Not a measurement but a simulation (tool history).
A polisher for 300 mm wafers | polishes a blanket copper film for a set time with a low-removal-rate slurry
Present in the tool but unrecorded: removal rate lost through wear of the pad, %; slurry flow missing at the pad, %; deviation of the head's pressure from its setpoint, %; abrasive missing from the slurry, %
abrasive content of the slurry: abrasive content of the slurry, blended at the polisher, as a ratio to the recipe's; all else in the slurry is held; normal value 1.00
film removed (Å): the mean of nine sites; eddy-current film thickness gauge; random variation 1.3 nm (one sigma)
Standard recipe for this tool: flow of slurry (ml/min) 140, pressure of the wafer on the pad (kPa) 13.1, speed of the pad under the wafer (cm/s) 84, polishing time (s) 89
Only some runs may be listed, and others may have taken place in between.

run   hour  flow of slurry (ml/min)  pressure of the wafer on the pad (kPa)  speed of the pad under the wafer (cm/s)  abrasive content of the slurry  polishing time (s)  wafers since the last listed run  wafers polished on this pad  hours since the slurry nozzle was cleaned  hours since the head pressure was calibrated  hours since the slurry blender was calibrated  incoming thickness of the incoming film, nm  film removed (Å)
  1    0.0                      140                                    13.1                                       84                            1.00                  89                                 0                         1252                                      380.8                                        1466.3                                          160.0                                       1242.2              1550
      11.8  -- head pressure recalibrated
  2   33.1                      140                                    13.1                                       84                            1.00                  89                               287                         1540                                      413.9                                          21.3                                          193.1                                       1254.0              1426
  3   63.6                      140                                    13.1                                       84                            1.00                  89                               282                         1822                                      444.4                                          51.8                                          223.6                                       1248.9              1418
      79.1  -- worn pad replaced by a new one
  4   91.1                      140                                    13.1                                       84                            1.00                  89                               217                          110                                      471.9                                          79.3                                          251.1                                       1256.0              1433
  5  116.6                      140                                    13.1                                       84                            1.00                  89                               235                          346                                      497.4                                         104.8                                          276.6                                       1243.3              1425
  6  142.9                      140                                    14.5                                       62                            1.00                  89                               243                          590                                      523.7                                         131.1                                          302.9                                       1252.5              1222
  7  175.1                      140                                    14.5                                       62                            1.00                  89                               297                          888                                      555.9                                         163.3                                          335.1                                       1228.5              1223
  8  193.2                      140                                    14.5                                       62                            1.00                  89                               167                         1055                                      574.0                                         181.4                                          353.2                                       1237.5              1198
     196.6  -- slurry blender recalibrated
  9  205.9                      140                                    13.1                                       56                            1.00                  89                                99                         1154                                      586.7                                         194.1                                            9.3                                       1245.1              1011
 10  237.7                      140                                    13.1                                       84                            0.80                  89                               294                         1448                                      618.5                                         225.9                                           41.1                                       1270.4              1366
     246.5  -- slurry nozzle cleaned
 11  267.9                      140                                    13.1                                       84                            1.00                  89                               270                         1719                                       21.4                                         256.1                                           71.3                                       1256.6              1439
 12  286.2                      140                                    13.1                                       84                            1.25                  64                               169                         1888                                       39.7                                         274.4                                           89.6                                       1257.6              1091
     313.5  -- worn pad replaced by a new one, of another model than before
 13  320.4                      140                                    13.1                                       84                            1.00                  89                               279                           63                                       73.9                                         308.6                                          123.8                                       1241.1              1459
 14  338.1                      140                                    13.1                                       84                            0.85                  89                               163                          227                                       91.6                                         326.3                                          141.5                                       1248.3              1394
 15  363.0                      140                                    17.2                                       84                            1.20                  78                               230                          457                                      116.5                                         351.2                                          166.4                                       1254.8              1609
 16  379.8                      140                                    13.1                                       84                            1.00                  89                               155                          613                                      133.3                                         368.0                                          183.2                                       1251.9              1452
 17  394.9                      100                                    13.1                                      102                            1.00                  65                               139                          752                                      148.4                                         383.1                                          198.3                                       1268.4              1112
 18  417.1                      110                                    16.5                                       84                            1.00                  63                               205                          958                                      170.6                                         405.3                                          220.5                                       1247.8              1202
 19  448.5                      125                                    16.5                                      100                            1.00                  89                               290                         1248                                      202.0                                         436.7                                          251.9                                       1261.9              1863
 20  464.4                      160                                    15.9                                       84                            0.85                  76                               147                         1396                                      217.9                                         452.6                                          267.8                                       1251.8              1408
 21  480.1                      140                                     9.0                                       96                            0.70                  80                               145                         1541                                      233.6                                         468.3                                          283.5                                       1268.8               986
 22  498.4                      140                                    13.1                                       84                            1.00                  89                               169                         1710                                      251.9                                         486.6                                          301.8                                       1263.5              1444
     516.9  -- worn pad replaced by a new one
 23  517.4                      100                                    13.1                                       84                            0.75                  89                               138                            4                                      270.9                                         505.6                                          320.8                                       1275.8              1282
 24  543.4                      140                                    13.1                                       84                            1.00                  89                               240                          244                                      296.9                                         531.6                                          346.8                                       1254.8              1473
     546.1  -- slurry blender recalibrated
 25  574.9                      100                                    13.1                                      102                            1.00                  65                               273                          517                                      328.4                                         563.1                                           28.8                                       1230.3              1117
 26  598.8                      140                                    15.2                                       62                            1.15                 114                               221                          739                                      352.3                                         587.0                                           52.7                                       1243.3              1894
 27  626.4                      140                                    13.1                                      114                            1.00                  89                               255                          994                                      379.9                                         614.6                                           80.3                                       1238.1              1699
 28  651.8                      140                                    13.1                                       84                            1.00                  89                               235                         1229                                      405.3                                         640.0                                          105.7                                       1237.7              1469
 29  666.1                      140                                    13.1                                       84                            1.00                  89                               132                         1361                                      419.6                                         654.3                                          120.0                                       1229.0              1455

What if the next run were any one of these 5? Each begins from the tool's condition after run 29:
  A  666.6                      140                                    11.0                                       84                            1.00                  89                                 4                         1366                                      420.1                                         654.8                                          120.5                                       1241.3                 ?
  B  666.6                      140                                    13.1                                       84                            1.00                 106                                 4                         1366                                      420.1                                         654.8                                          120.5                                       1241.3                 ?
  C  666.6                      155                                    14.5                                       74                            1.00                  74                                 4                         1366                                      420.1                                         654.8                                          120.5                                       1241.3                 ?
  D  666.6                      140                                    13.1                                       56                            1.00                  59                                 4                         1366                                      420.1                                         654.8                                          120.5                                       1241.3                 ?
  E  666.6                      140                                    13.1                                       84                            1.00                 101                                 4                         1366                                      420.1                                         654.8                                          120.5                                       1241.3                 ?

run  film removed (Å)
  A              1271
  B              1722
  C              1244
  D               808
  E              1640
What these runs would have given with no unlogged condition in the tool:
run  film removed (Å)
  A              1231
  B              1667
  C              1204
  D               782
  E              1588
